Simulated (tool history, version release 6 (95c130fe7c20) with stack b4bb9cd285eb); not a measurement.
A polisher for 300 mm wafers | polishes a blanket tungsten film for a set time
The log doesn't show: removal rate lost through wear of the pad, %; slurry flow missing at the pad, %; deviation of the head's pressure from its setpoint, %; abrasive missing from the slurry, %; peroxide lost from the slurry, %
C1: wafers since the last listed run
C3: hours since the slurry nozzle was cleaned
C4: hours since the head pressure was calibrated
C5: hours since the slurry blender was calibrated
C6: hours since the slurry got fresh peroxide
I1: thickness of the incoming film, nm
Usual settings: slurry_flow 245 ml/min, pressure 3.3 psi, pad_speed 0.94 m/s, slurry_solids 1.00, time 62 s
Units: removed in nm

{"run": 1, "hour": 0.0, "slurry_flow": 245, "pressure": 3.3, "pad_speed": 0.94, "slurry_solids": 1.0, "time": 62, "C1": 0, "wafers polished on this pad": 2062, "C3": 391.7, "C4": 440.5, "C5": 140.6, "C6": 74.9, "I1": 1564.1, "removed": 229.4}
{"run": 2, "hour": 56.3, "slurry_flow": 245, "pressure": 3.3, "pad_speed": 0.94, "slurry_solids": 1.0, "time": 62, "C1": 545, "wafers polished on this pad": 2607, "C3": 448.0, "C4": 496.8, "C5": 196.9, "C6": 131.2, "I1": 1564.0, "removed": 231.8}
{"run": 3, "hour": 88.3, "slurry_flow": 245, "pressure": 3.3, "pad_speed": 0.94, "slurry_solids": 1.0, "time": 62, "C1": 309, "wafers polished on this pad": 2917, "C3": 480.0, "C4": 528.8, "C5": 228.9, "C6": 163.2, "I1": 1569.1, "removed": 227.6}
{"run": 4, "hour": 120.3, "slurry_flow": 245, "pressure": 3.3, "pad_speed": 0.94, "slurry_solids": 1.0, "time": 62, "C1": 309, "wafers polished on this pad": 3227, "C3": 512.0, "C4": 560.8, "C5": 260.9, "C6": 195.2, "I1": 1578.8, "removed": 227.6}
{"hour": 126.0, "done": "worn pad replaced by a new one"}
{"run": 5, "hour": 159.1, "slurry_flow": 245, "pressure": 3.3, "pad_speed": 0.94, "slurry_solids": 1.0, "time": 62, "C1": 336, "wafers polished on this pad": 320, "C3": 550.8, "C4": 599.6, "C5": 299.7, "C6": 234.0, "I1": 1582.7, "removed": 227.9}
{"run": 6, "hour": 209.5, "slurry_flow": 245, "pressure": 3.3, "pad_speed": 0.94, "slurry_solids": 1.0, "time": 62, "C1": 487, "wafers polished on this pad": 808, "C3": 601.2, "C4": 650.0, "C5": 350.1, "C6": 284.4, "I1": 1549.8, "removed": 220.3}
{"hour": 216.4, "done": "slurry nozzle cleaned"}
{"hour": 241.4, "done": "slurry blender recalibrated"}
{"run": 7, "hour": 244.3, "slurry_flow": 245, "pressure": 3.3, "pad_speed": 0.94, "slurry_solids": 1.0, "time": 62, "C1": 307, "wafers polished on this pad": 1116, "C3": 27.9, "C4": 684.8, "C5": 2.9, "C6": 319.2, "I1": 1541.7, "removed": 222.8}
{"run": 8, "hour": 275.9, "slurry_flow": 245, "pressure": 3.3, "pad_speed": 0.94, "slurry_solids": 1.0, "time": 62, "C1": 305, "wafers polished on this pad": 1422, "C3": 59.5, "C4": 716.4, "C5": 34.5, "C6": 350.8, "I1": 1556.3, "removed": 216.1}
{"hour": 285.9, "done": "slurry tank refilled with fresh slurry and peroxide"}
{"run": 9, "hour": 439.4, "slurry_flow": 245, "pressure": 3.3, "pad_speed": 0.94, "slurry_solids": 1.0, "time": 62, "C1": 1573, "wafers polished on this pad": 2995, "C3": 223.0, "C4": 879.9, "C5": 198.0, "C6": 153.5, "I1": 1571.9, "removed": 225.7}
{"run": 10, "hour": 477.1, "slurry_flow": 175, "pressure": 2.6, "pad_speed": 1.16, "slurry_solids": 0.9, "time": 62, "C1": 364, "wafers polished on this pad": 3360, "C3": 260.7, "C4": 917.6, "C5": 235.7, "C6": 191.2, "I1": 1529.0, "removed": 198.9}
{"hour": 487.4, "done": "worn pad replaced by a new one"}
{"hour": 540.6, "done": "head pressure recalibrated"}
{"hour": 599.4, "done": "slurry blender recalibrated"}
{"run": 11, "hour": 613.6, "slurry_flow": 245, "pressure": 3.3, "pad_speed": 0.94, "slurry_solids": 1.25, "time": 80, "C1": 1244, "wafers polished on this pad": 1182, "C3": 397.2, "C4": 73.0, "C5": 14.2, "C6": 327.7, "I1": 1560.2, "removed": 303.2}
{"hour": 635.2, "done": "slurry tank refilled with fresh slurry and peroxide"}
{"run": 12, "hour": 659.0, "slurry_flow": 245, "pressure": 3.3, "pad_speed": 1.12, "slurry_solids": 1.0, "time": 62, "C1": 429, "wafers polished on this pad": 1612, "C3": 442.6, "C4": 118.4, "C5": 59.6, "C6": 23.8, "I1": 1567.8, "removed": 261.9}
{"run": 13, "hour": 683.6, "slurry_flow": 245, "pressure": 3.3, "pad_speed": 0.94, "slurry_solids": 1.0, "time": 77, "C1": 238, "wafers polished on this pad": 1850, "C3": 467.2, "C4": 143.0, "C5": 84.2, "C6": 48.4, "I1": 1559.0, "removed": 290.5}
{"run": 14, "hour": 721.7, "slurry_flow": 245, "pressure": 2.2, "pad_speed": 0.94, "slurry_solids": 1.0, "time": 62, "C1": 368, "wafers polished on this pad": 2219, "C3": 505.3, "C4": 181.1, "C5": 122.3, "C6": 86.5, "I1": 1577.3, "removed": 153.1}
{"run": 15, "hour": 776.9, "slurry_flow": 245, "pressure": 3.3, "pad_speed": 0.94, "slurry_solids": 1.25, "time": 62, "C1": 534, "wafers polished on this pad": 2753, "C3": 560.5, "C4": 236.3, "C5": 177.5, "C6": 141.7, "I1": 1583.2, "removed": 243.1}
{"run": 16, "hour": 813.1, "slurry_flow": 245, "pressure": 2.5, "pad_speed": 0.94, "slurry_solids": 1.0, "time": 62, "C1": 350, "wafers polished on this pad": 3104, "C3": 596.7, "C4": 272.5, "C5": 213.7, "C6": 177.9, "I1": 1573.9, "removed": 172.8}
{"hour": 845.5, "done": "worn pad replaced by a new one"}
{"hour": 853.0, "done": "slurry nozzle cleaned"}
{"run": 17, "hour": 875.5, "slurry_flow": 245, "pressure": 2.4, "pad_speed": 1.04, "slurry_solids": 0.85, "time": 62, "C1": 555, "wafers polished on this pad": 280, "C3": 22.5, "C4": 334.9, "C5": 276.1, "C6": 240.3, "I1": 1591.0, "removed": 173.9}
{"run": 18, "hour": 916.9, "slurry_flow": 245, "pressure": 3.3, "pad_speed": 0.94, "slurry_solids": 1.15, "time": 42, "C1": 400, "wafers polished on this pad": 681, "C3": 63.9, "C4": 376.3, "C5": 317.5, "C6": 281.7, "I1": 1557.6, "removed": 158.3}
{"hour": 963.4, "done": "slurry tank refilled with fresh slurry and peroxide"}
{"run": 19, "hour": 987.8, "slurry_flow": 305, "pressure": 2.5, "pad_speed": 1.24, "slurry_solids": 1.0, "time": 62, "C1": 676, "wafers polished on this pad": 1357, "C3": 134.8, "C4": 447.2, "C5": 388.4, "C6": 24.4, "I1": 1559.8, "removed": 229.4}
{"hour": 1003.7, "done": "slurry blender recalibrated"}
{"run": 20, "hour": 1042.5, "slurry_flow": 245, "pressure": 3.3, "pad_speed": 0.94, "slurry_solids": 1.0, "time": 62, "C1": 510, "wafers polished on this pad": 1868, "C3": 189.5, "C4": 501.9, "C5": 38.8, "C6": 79.1, "I1": 1537.1, "removed": 230.5}
{"run": 21, "hour": 1104.6, "slurry_flow": 180, "pressure": 2.2, "pad_speed": 1.18, "slurry_solids": 1.0, "time": 45, "C1": 601, "wafers polished on this pad": 2469, "C3": 251.6, "C4": 564.0, "C5": 100.9, "C6": 141.2, "I1": 1542.9, "removed": 125.7}
{"run": 22, "hour": 1158.1, "slurry_flow": 245, "pressure": 3.3, "pad_speed": 0.94, "slurry_solids": 1.0, "time": 62, "C1": 517, "wafers polished on this pad": 2987, "C3": 305.1, "C4": 617.5, "C5": 154.4, "C6": 194.7, "I1": 1569.4, "removed": 223.7}
{"hour": 1179.9, "done": "worn pad replaced by a new one"}
{"run": 23, "hour": 1208.1, "slurry_flow": 245, "pressure": 3.3, "pad_speed": 0.94, "slurry_solids": 1.0, "time": 62, "C1": 445, "wafers polished on this pad": 273, "C3": 355.1, "C4": 667.5, "C5": 204.4, "C6": 244.7, "I1": 1558.1, "removed": 222.1}
{"run": 24, "hour": 1264.9, "slurry_flow": 245, "pressure": 3.3, "pad_speed": 0.94, "slurry_solids": 1.0, "time": 62, "C1": 549, "wafers polished on this pad": 823, "C3": 411.9, "C4": 724.3, "C5": 261.2, "C6": 301.5, "I1": 1529.4, "removed": 223.6}
{"hour": 1299.8, "done": "slurry tank refilled with fresh slurry and peroxide"}
{"run": 25, "hour": 1304.6, "slurry_flow": 175, "pressure": 3.3, "pad_speed": 0.84, "slurry_solids": 1.0, "time": 78, "C1": 374, "wafers polished on this pad": 1197, "C3": 451.6, "C4": 764.0, "C5": 300.9, "C6": 4.8, "I1": 1583.8, "removed": 252.5}
{"run": 26, "hour": 1337.4, "slurry_flow": 270, "pressure": 3.3, "pad_speed": 0.94, "slurry_solids": 1.0, "time": 62, "C1": 317, "wafers polished on this pad": 1515, "C3": 484.4, "C4": 796.8, "C5": 333.7, "C6": 37.6, "I1": 1544.2, "removed": 234.2}

4 ways to go on from here, each from the tool as it stands after run 26. What would each give?
{"run": "A", "hour": 1337.8, "slurry_flow": 245, "pressure": 3.3, "pad_speed": 0.94, "slurry_solids": 1.0, "time": 62, "C1": 3, "wafers polished on this pad": 1519, "C3": 484.8, "C4": 797.2, "C5": 334.1, "C6": 38.0, "I1": 1544.1, "removed": "?"}
{"run": "B", "hour": 1337.8, "slurry_flow": 165, "pressure": 3.3, "pad_speed": 0.94, "slurry_solids": 1.0, "time": 62, "C1": 3, "wafers polished on this pad": 1519, "C3": 484.8, "C4": 797.2, "C5": 334.1, "C6": 38.0, "I1": 1544.1, "removed": "?"}
{"run": "C", "hour": 1337.8, "slurry_flow": 245, "pressure": 3.3, "pad_speed": 1.04, "slurry_solids": 1.0, "time": 48, "C1": 3, "wafers polished on this pad": 1519, "C3": 484.8, "C4": 797.2, "C5": 334.1, "C6": 38.0, "I1": 1544.1, "removed": "?"}
{"run": "D", "hour": 1337.8, "slurry_flow": 160, "pressure": 4.4, "pad_speed": 0.68, "slurry_solids": 1.0, "time": 62, "C1": 3, "wafers polished on this pad": 1519, "C3": 484.8, "C4": 797.2, "C5": 334.1, "C6": 38.0, "I1": 1544.1, "removed": "?"}

run=A removed=231.1
run=B removed=217.5
run=C removed=193.3
run=D removed=227.9
Without the tool's hidden state the same runs would have given:
run=A removed=232.2
run=B removed=218.6
run=C removed=194.2
run=D removed=229.0
